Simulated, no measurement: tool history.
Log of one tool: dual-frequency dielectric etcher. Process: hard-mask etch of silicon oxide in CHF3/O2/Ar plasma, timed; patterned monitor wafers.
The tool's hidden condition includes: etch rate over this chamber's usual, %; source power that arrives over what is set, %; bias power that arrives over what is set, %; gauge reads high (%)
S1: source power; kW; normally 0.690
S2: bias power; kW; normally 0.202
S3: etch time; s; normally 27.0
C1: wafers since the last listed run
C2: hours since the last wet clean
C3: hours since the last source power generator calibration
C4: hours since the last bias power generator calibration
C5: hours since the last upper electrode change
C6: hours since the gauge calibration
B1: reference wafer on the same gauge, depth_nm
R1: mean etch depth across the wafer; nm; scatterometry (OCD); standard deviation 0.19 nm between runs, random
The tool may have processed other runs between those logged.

run 1 day=0.000 | S1=0.690 S2=0.202 S3=27.0 | C1=0 C2=56.8 C3=3312.5 C4=1856.0 C5=2646.8 C6=332.5 | B1=61.1 | R1=65.7
run 2 day=1.075 | S1=0.690 S2=0.202 S3=27.0 | C1=502 C2=82.6 C3=3338.3 C4=1881.8 C5=2672.6 C6=358.3 | B1=61.1 | R1=65.6
run 3 day=2.104 | S1=0.690 S2=0.202 S3=27.0 | C1=480 C2=107.3 C3=3363.0 C4=1906.5 C5=2697.3 C6=383.0 | B1=61.1 | R1=65.5
run 4 day=3.225 | S1=0.690 S2=0.202 S3=27.0 | C1=523 C2=134.2 C3=3389.9 C4=1933.4 C5=2724.2 C6=409.9 | B1=61.1 | R1=65.6
run 5 day=4.100 | S1=0.690 S2=0.202 S3=27.0 | C1=408 C2=155.2 C3=3410.9 C4=1954.4 C5=2745.2 C6=430.9 | B1=61.1 | R1=65.8
run 6 day=5.142 | S1=0.690 S2=0.202 S3=27.0 | C1=486 C2=180.2 C3=3435.9 C4=1979.4 C5=2770.2 C6=455.9 | B1=61.1 | R1=65.4
run 7 day=5.862 | S1=0.690 S2=0.202 S3=27.0 | C1=336 C2=197.5 C3=3453.2 C4=1996.7 C5=2787.5 C6=473.2 | B1=61.1 | R1=65.3
run 8 day=6.388 | S1=0.690 S2=0.202 S3=27.0 | C1=245 C2=210.1 C3=3465.8 C4=2009.3 C5=2800.1 C6=485.8 | B1=61.1 | R1=65.5
run 9 day=6.967 | S1=0.690 S2=0.202 S3=27.0 | C1=270 C2=224.0 C3=3479.7 C4=2023.2 C5=2814.0 C6=499.7 | B1=61.1 | R1=65.7
-- day=11.138 gauge calibrated
run 10 day=11.375 | S1=0.690 S2=0.202 S3=27.0 | C1=2059 C2=329.8 C3=3585.5 C4=2129.0 C5=2919.8 C6=5.7 | B1=61.1 | R1=65.2
run 11 day=12.458 | S1=0.690 S2=0.202 S3=27.0 | C1=506 C2=355.8 C3=3611.5 C4=2155.0 C5=2945.8 C6=31.7 | B1=61.1 | R1=64.9
-- day=13.121 source power generator calibrated
run 12 day=13.142 | S1=0.690 S2=0.202 S3=27.0 | C1=241 C2=372.2 C3=0.5 C4=2171.4 C5=2962.2 C6=48.1 | B1=61.1 | R1=65.2
run 13 day=13.796 | S1=0.690 S2=0.202 S3=27.0 | C1=305 C2=387.9 C3=16.2 C4=2187.1 C5=2977.9 C6=63.8 | B1=61.1 | R1=64.9
run 14 day=17.550 | S1=0.690 S2=0.202 S3=27.0 | C1=1753 C2=478.0 C3=106.3 C4=2277.2 C5=3068.0 C6=153.9 | B1=61.1 | R1=64.7
run 15 day=18.875 | S1=0.690 S2=0.170 S3=29.5 | C1=619 C2=509.8 C3=138.1 C4=2309.0 C5=3099.8 C6=185.7 | B1=61.1 | R1=67.8
-- day=20.133 wet clean of the chamber
run 16 day=20.329 | S1=0.740 S2=0.174 S3=34.5 | C1=212 C2=4.7 C3=173.0 C4=2343.9 C5=3134.7 C6=220.6 | B1=61.1 | R1=83.8
-- day=21.279 bias power generator calibrated
run 17 day=21.604 | S1=0.540 S2=0.236 S3=22.0 | C1=517 C2=35.3 C3=203.6 C4=7.8 C5=3165.3 C6=251.2 | B1=61.1 | R1=52.0
run 18 day=23.012 | S1=0.540 S2=0.225 S3=32.0 | C1=657 C2=69.1 C3=237.4 C4=41.6 C5=3199.1 C6=285.0 | B1=61.1 | R1=74.8
run 19 day=26.425 | S1=0.690 S2=0.202 S3=27.0 | C1=1594 C2=151.0 C3=319.3 C4=123.5 C5=3281.0 C6=366.9 | B1=61.1 | R1=65.9
-- day=27.554 upper electrode replaced
run 20 day=30.258 | S1=0.550 S2=0.202 S3=27.0 | C1=1323 C2=243.0 C3=411.3 C4=215.5 C5=64.9 C6=458.9 | B1=61.1 | R1=61.6
run 21 day=31.458 | S1=0.570 S2=0.166 S3=20.5 | C1=560 C2=271.8 C3=440.1 C4=244.3 C5=93.7 C6=487.7 | B1=61.1 | R1=45.3
run 22 day=32.804 | S1=0.520 S2=0.185 S3=19.0 | C1=628 C2=304.1 C3=472.4 C4=276.6 C5=126.0 C6=520.0 | B1=61.1 | R1=41.9
run 23 day=33.679 | S1=0.690 S2=0.216 S3=27.0 | C1=408 C2=325.1 C3=493.4 C4=297.6 C5=147.0 C6=541.0 | B1=61.1 | R1=66.4
run 24 day=34.625 | S1=0.760 S2=0.202 S3=27.0 | C1=441 C2=347.8 C3=516.1 C4=320.3 C5=169.7 C6=563.7 | B1=61.1 | R1=67.1
run 25 day=35.492 | S1=0.780 S2=0.202 S3=33.5 | C1=404 C2=368.6 C3=536.9 C4=341.1 C5=190.5 C6=584.5 | B1=61.1 | R1=83.8
run 26 day=36.100 | S1=0.780 S2=0.202 S3=24.0 | C1=284 C2=383.2 C3=551.5 C4=355.7 C5=205.1 C6=599.1 | B1=61.1 | R1=60.2

Here are 4 independent what-if runs from the current tool condition. What would each one return?
run A day=36.117 | S1=0.690 S2=0.202 S3=27.0 | C1=7 C2=383.6 C3=551.9 C4=356.1 C5=205.5 C6=599.5 | B1=? | R1=?
run B day=36.117 | S1=0.690 S2=0.250 S3=27.0 | C1=7 C2=383.6 C3=551.9 C4=356.1 C5=205.5 C6=599.5 | B1=? | R1=?
run C day=36.117 | S1=0.570 S2=0.202 S3=21.0 | C1=7 C2=383.6 C3=551.9 C4=356.1 C5=205.5 C6=599.5 | B1=? | R1=?
run D day=36.117 | S1=0.600 S2=0.172 S3=31.5 | C1=7 C2=383.6 C3=551.9 C4=356.1 C5=205.5 C6=599.5 | B1=? | R1=?

run=A B1=61.1 R1=65.2
run=B B1=61.1 R1=68.5
run=C B1=61.1 R1=48.0
run=D B1=61.1 R1=70.6
Without the tool's unlogged condition, the same runs would have read:
run=A R1=66.1
run=B R1=69.5
run=C R1=48.7
run=D R1=71.5

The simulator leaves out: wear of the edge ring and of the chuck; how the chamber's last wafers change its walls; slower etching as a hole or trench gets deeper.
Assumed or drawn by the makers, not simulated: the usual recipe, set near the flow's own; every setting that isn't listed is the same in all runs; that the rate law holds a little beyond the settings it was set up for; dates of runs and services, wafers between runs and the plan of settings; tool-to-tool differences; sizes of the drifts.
